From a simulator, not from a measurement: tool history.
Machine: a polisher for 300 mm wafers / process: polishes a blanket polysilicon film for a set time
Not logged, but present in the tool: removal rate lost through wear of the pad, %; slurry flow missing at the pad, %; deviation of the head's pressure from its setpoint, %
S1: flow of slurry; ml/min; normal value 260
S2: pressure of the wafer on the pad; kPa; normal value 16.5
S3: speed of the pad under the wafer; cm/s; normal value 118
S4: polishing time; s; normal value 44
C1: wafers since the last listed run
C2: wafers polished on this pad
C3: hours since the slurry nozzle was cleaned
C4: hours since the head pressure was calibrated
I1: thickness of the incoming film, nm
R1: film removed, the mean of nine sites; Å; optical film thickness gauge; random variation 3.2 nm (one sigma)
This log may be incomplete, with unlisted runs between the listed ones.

run	day	S1	S2	S3	S4	C1	C2	C3	C4	I1	R1
1	0	260	16.5	118	44	0	6381	547.2	763.8	1116.8	4268
2	2.162	260	16.5	118	44	662	7043	599.1	815.7	1100.6	4305
3	4.604	260	16.5	118	44	747	7791	657.7	874.3	1089.8	4341
# day 8.15: worn pad replaced by a new one
4	8.167	260	16.5	118	44	1039	4	743.2	959.8	1105.5	4363
# day 10.388: head pressure recalibrated
5	10.488	260	16.5	118	44	685	689	798.9	2.4	1107.2	4224
6	13.892	260	16.5	118	44	1042	1732	880.6	84.1	1090.5	4232
# day 16.046: slurry nozzle cleaned
7	16.604	260	16.5	128	44	817	2549	13.4	149.2	1131.3	4544
8	20.408	260	15.2	150	44	1164	3714	104.7	240.5	1117.7	4963
9	22.204	260	15.2	150	44	549	4264	147.8	283.6	1091.4	4941
10	24.55	260	15.2	150	44	718	4982	204.1	339.9	1129.1	4998
11	28.233	260	16.5	118	44	1127	6109	292.5	428.3	1117.1	4260
12	32.512	260	16.5	118	44	1310	7419	395.2	531	1099.2	4353
13	35.2	205	13.1	100	44	822	8242	459.7	595.5	1099.9	2804
# day 36.788: worn pad replaced by a new one
14	39.45	260	16.5	118	44	1250	814	561.7	697.5	1104.4	4324
15	43.421	260	16.5	100	37	1215	2030	657	792.8	1128.1	3061
# day 46.321: slurry nozzle cleaned
16	46.575	260	16.5	118	32	952	2983	6.1	868.5	1121.5	3145
17	50.462	260	19.3	118	44	1190	4173	99.4	961.8	1120.7	5136
18	52.271	260	16.5	82	40	553	4727	142.8	1005.2	1109.9	2733
19	54.804	190	16.5	142	39	775	5502	203.6	1066	1114	4540
# day 56.229: head pressure recalibrated
20	57.554	225	16.5	118	44	816	6319	269.6	31.8	1110.9	4182
21	60.533	260	16.5	118	44	912	7231	341.1	103.3	1115.8	4236
22	63.75	205	16.5	142	58	984	8216	418.3	180.5	1104.2	6529
# day 64.275: worn pad replaced by a new one
23	68.104	260	16.5	118	44	1281	1172	522.8	285	1116.6	4222
24	71.888	260	16.5	118	34	1158	2330	613.6	375.8	1123.9	3280
25	73.979	285	16.5	118	29	640	2970	663.8	426	1117.3	2818
26	75.975	260	16.5	118	44	611	3581	711.7	473.9	1108.2	4188
27	77.825	260	20.7	90	44	566	4148	756.1	518.3	1117.6	4061
28	81.996	260	16.5	118	36	1276	5424	856.2	618.4	1107	3472
# day 83.508: slurry nozzle cleaned
29	85.596	260	16.5	118	44	1089	6514	50.1	704.8	1129.4	4271
30	89.017	260	16.5	118	44	1047	7561	132.2	786.9	1120	4280
31	91.083	260	16.5	118	57	632	8194	181.8	836.5	1125.7	5644
# day 91.562: worn pad replaced by a new one
32	95.179	185	19.3	138	36	1202	1107	280.1	934.8	1104.3	4637
33	99.196	205	14.5	118	44	1229	2337	376.5	1031.2	1098	3762
# day 100.312: head pressure recalibrated
34	102.204	260	16.5	118	30	895	3232	448.7	45.4	1092	2931
35	104.588	260	16.5	118	34	729	3962	505.9	102.6	1105	3263
36	107.796	260	15.2	118	44	982	4944	582.9	179.6	1107.9	3882

What was the tool's hidden state at every run in the log?
removal rate lost through wear of the pad, %: 0 at every run
slurry flow missing at the pad, %: 0 at every run
H1: deviation of the head's pressure from its setpoint, %
run	H1
1	2.39
2	2.55
3	2.73
4	2.99
5	0.405
6	0.655
7	0.854
8	1.13
9	1.26
10	1.44
11	1.71
12	2.02
13	2.22
14	2.53
15	2.82
16	3.05
17	3.34
18	3.47
19	3.66
20	-0.25
21	-0.031
22	0.205
23	0.525
24	0.802
25	0.956
26	1.1
27	1.24
28	1.54
29	1.81
30	2.06
31	2.21
32	2.51
33	2.81
34	0.0776
35	0.252
36	0.488
